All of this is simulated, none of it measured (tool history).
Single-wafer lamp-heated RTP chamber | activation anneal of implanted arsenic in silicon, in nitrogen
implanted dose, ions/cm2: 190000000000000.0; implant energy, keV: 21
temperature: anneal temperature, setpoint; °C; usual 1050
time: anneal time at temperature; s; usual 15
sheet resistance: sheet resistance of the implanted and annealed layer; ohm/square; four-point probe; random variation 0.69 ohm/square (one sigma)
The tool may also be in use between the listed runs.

run	hour	temperature	time	wafers since the last listed run	wafers since the last pyrometer calibration	wafers since the reflector plate was cleaned	hours since the gauge calibration	read-back reference wafer on the same gauge, sheet resistance	sheet resistance
1	0.0	1050	18	0	3799	3944	229.9	431.13	458.90
2	15.6	1069	20	125	3924	4069	245.5	431.19	453.81
3	30.3	1069	20	118	4042	4187	260.2	431.17	453.27
4	40.1	1050	15	78	4121	4266	270.0	431.21	459.21
5	47.8	1050	15	61	4183	4328	277.7	430.85	460.17
6	58.6	1050	15	86	4270	4415	288.5	430.46	458.88
7	71.6	1050	15	104	4375	4520	301.5	430.79	459.08
8	83.0	1050	15	91	4466	4611	312.9	430.65	460.81
9	95.6	1050	20	101	4568	4713	325.5	430.60	455.27
10	110.9	1050	15	123	4691	4836	340.8	430.62	459.78
11	128.3	1068	15	139	4831	4976	358.2	430.12	456.00
12	135.9	1068	15	61	4892	5037	365.8	429.85	455.82
13	144.7	1050	15	70	4962	5107	374.6	430.19	457.99
14	161.9	1050	15	138	5101	5246	391.8	429.78	458.60
15	179.1	1050	15	138	5239	5384	409.0	429.86	459.14
16	204.3	1050	15	202	5442	5587	434.2	429.65	458.43
17	218.8	1066	9	116	5558	5703	448.7	429.62	457.81
18	234.3	1071	24	124	5683	5828	464.2	429.55	448.57
19	246.2	1027	12	95	5779	5924	476.1	429.31	462.74
20	260.4	1040	10	114	5893	6038	490.3	429.19	461.90
21	271.2	1064	15	86	5980	6125	501.1	428.90	455.58
22	282.0	1076	12	86	6067	6212	511.9	428.78	454.75

The next listed run, before its measurement:
# hour 289.5: gauge calibrated
23	298.5	1039	11	132	6199	6344	9.0	?	?

{"run 23": {"read-back reference wafer on the same gauge, sheet resistance": 433.44, "sheet resistance": 466.8}}
Without the tool's hidden state the same run would have given sheet resistance 466.51 ohm/square.

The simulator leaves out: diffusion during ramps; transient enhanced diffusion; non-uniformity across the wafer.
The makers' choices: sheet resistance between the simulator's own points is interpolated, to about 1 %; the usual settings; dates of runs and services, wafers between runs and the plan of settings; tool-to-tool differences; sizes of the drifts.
